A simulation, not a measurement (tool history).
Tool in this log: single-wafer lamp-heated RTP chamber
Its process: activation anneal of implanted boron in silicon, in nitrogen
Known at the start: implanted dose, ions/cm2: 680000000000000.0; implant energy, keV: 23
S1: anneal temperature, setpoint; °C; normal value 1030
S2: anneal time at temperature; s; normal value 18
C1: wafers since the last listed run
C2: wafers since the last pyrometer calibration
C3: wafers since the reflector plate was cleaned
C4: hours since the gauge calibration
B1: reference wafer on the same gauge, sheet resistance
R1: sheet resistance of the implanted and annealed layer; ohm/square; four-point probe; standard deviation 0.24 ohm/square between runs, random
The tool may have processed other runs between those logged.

run 1 day=0 | S1=1030 S2=14 | C1=0 C2=722 C3=2321 C4=267.6 | B1=144.98 | R1=161.76
run 2 day=3.771 | S1=1012 S2=18 | C1=1590 C2=2313 C3=3911 C4=358.1 | B1=144.99 | R1=162.4
run 3 day=7.875 | S1=1012 S2=18 | C1=1731 C2=4044 C3=5642 C4=456.6 | B1=144.97 | R1=162.53
run 4 day=11.879 | S1=1012 S2=18 | C1=1688 C2=5733 C3=7331 C4=552.7 | B1=145 | R1=161.9
run 5 day=13.433 | S1=1030 S2=20 | C1=655 C2=6388 C3=7987 C4=590 | B1=144.96 | R1=160.68
-- day=13.804 pyrometer window cleaned and pyrometer calibrated
run 6 day=16.208 | S1=1030 S2=20 | C1=1029 C2=1013 C3=9017 C4=656.6 | B1=145.04 | R1=161.19
-- day=20.3 reflector plate cleaned
run 7 day=22.488 | S1=1030 S2=18 | C1=2507 C2=3521 C3=923 C4=807.3 | B1=144.96 | R1=160.82
run 8 day=25.112 | S1=1030 S2=18 | C1=1107 C2=4628 C3=2030 C4=870.3 | B1=144.98 | R1=160.86
-- day=25.908 gauge calibrated
run 9 day=27.888 | S1=1042 S2=24 | C1=1170 C2=5799 C3=3201 C4=47.5 | B1=145 | R1=159.35
-- day=29.883 pyrometer window cleaned and pyrometer calibrated
run 10 day=38.642 | S1=1042 S2=24 | C1=4395 C2=3693 C3=7596 C4=305.6 | B1=144.94 | R1=159.68
run 11 day=40.171 | S1=1008 S2=8 | C1=645 C2=4338 C3=8241 C4=342.3 | B1=145.02 | R1=164.74
run 12 day=43.725 | S1=1055 S2=11 | C1=1499 C2=5837 C3=9740 C4=427.6 | B1=145.01 | R1=160.78
-- day=47 pyrometer window cleaned and pyrometer calibrated
-- day=47.025 reflector plate cleaned
run 13 day=47.317 | S1=1004 S2=14 | C1=1363 C2=122 C3=122 C4=513.8 | B1=145.08 | R1=165.48
run 14 day=51.808 | S1=1030 S2=23 | C1=1894 C2=2017 C3=2017 C4=621.6 | B1=144.97 | R1=160.59
run 15 day=55.417 | S1=1022 S2=25 | C1=1522 C2=3539 C3=3539 C4=708.2 | B1=145.03 | R1=161.08
run 16 day=57.429 | S1=1030 S2=10 | C1=848 C2=4388 C3=4388 C4=756.5 | B1=145.09 | R1=162.08
run 17 day=60.979 | S1=1030 S2=18 | C1=1497 C2=5885 C3=5885 C4=841.7 | B1=144.93 | R1=160.59
-- day=63.029 pyrometer window cleaned and pyrometer calibrated
run 18 day=64.212 | S1=1048 S2=18 | C1=1223 C2=499 C3=7108 C4=919.3 | B1=145.04 | R1=160.32
-- day=69.092 gauge calibrated
run 19 day=75.05 | S1=1030 S2=7 | C1=4571 C2=5071 C3=11680 C4=143 | B1=145.01 | R1=162.34
run 20 day=76.762 | S1=1030 S2=18 | C1=722 C2=5793 C3=12402 C4=184.1 | B1=145.02 | R1=160.88
-- day=77.754 reflector plate cleaned
-- day=78.925 pyrometer window cleaned and pyrometer calibrated
run 21 day=79.388 | S1=1002 S2=12 | C1=826 C2=195 C3=547 C4=247.1 | B1=144.92 | R1=167.02

Describe how what the log doesn't record of the tool's condition differs between the last listed run preceding each entry between runs and the first listed run following it.
Logged between run 5 and run 6: pyrometer window cleaned and pyrometer calibrated (day 13.804)
  true wafer temperature minus pyrometer reading, K: 13.6 -> 5.42
  measured less the result without the state, R1: -0.95 -> -0.43 ohm/square
Logged between run 6 and run 7: reflector plate cleaned (day 20.3)
  true wafer temperature minus pyrometer reading, K: 5.42 -> 11
  measured less the result without the state, R1: -0.43 -> -0.8 ohm/square
Logged between run 8 and run 9: gauge calibrated (day 25.908)
  true wafer temperature minus pyrometer reading, K: 11.9 -> 12.6
  measured less the result without the state, R1: -0.85 -> -0.68 ohm/square
Logged between run 9 and run 10: pyrometer window cleaned and pyrometer calibrated (day 29.883)
  true wafer temperature minus pyrometer reading, K: 12.6 -> 10.4
  measured less the result without the state, R1: -0.68 -> -0.57 ohm/square
Logged between run 12 and run 13: pyrometer window cleaned and pyrometer calibrated (day 47); reflector plate cleaned (day 47.025)
  true wafer temperature minus pyrometer reading, K: 11.9 -> 3.42
  measured less the result without the state, R1: -0.4 -> -0.92 ohm/square
Logged between run 17 and run 18: pyrometer window cleaned and pyrometer calibrated (day 63.029)
  true wafer temperature minus pyrometer reading, K: 14.4 -> 4.19
  measured less the result without the state, R1: -0.99 -> -0.2 ohm/square
Logged between run 18 and run 19: gauge calibrated (day 69.092)
  true wafer temperature minus pyrometer reading, K: 4.19 -> 13
  measured less the result without the state, R1: -0.2 -> -1.07 ohm/square
Logged between run 20 and run 21: reflector plate cleaned (day 77.754); pyrometer window cleaned and pyrometer calibrated (day 78.925)
  true wafer temperature minus pyrometer reading, K: 13.3 -> 1.58
  measured less the result without the state, R1: -0.93 -> -0.52 ohm/square

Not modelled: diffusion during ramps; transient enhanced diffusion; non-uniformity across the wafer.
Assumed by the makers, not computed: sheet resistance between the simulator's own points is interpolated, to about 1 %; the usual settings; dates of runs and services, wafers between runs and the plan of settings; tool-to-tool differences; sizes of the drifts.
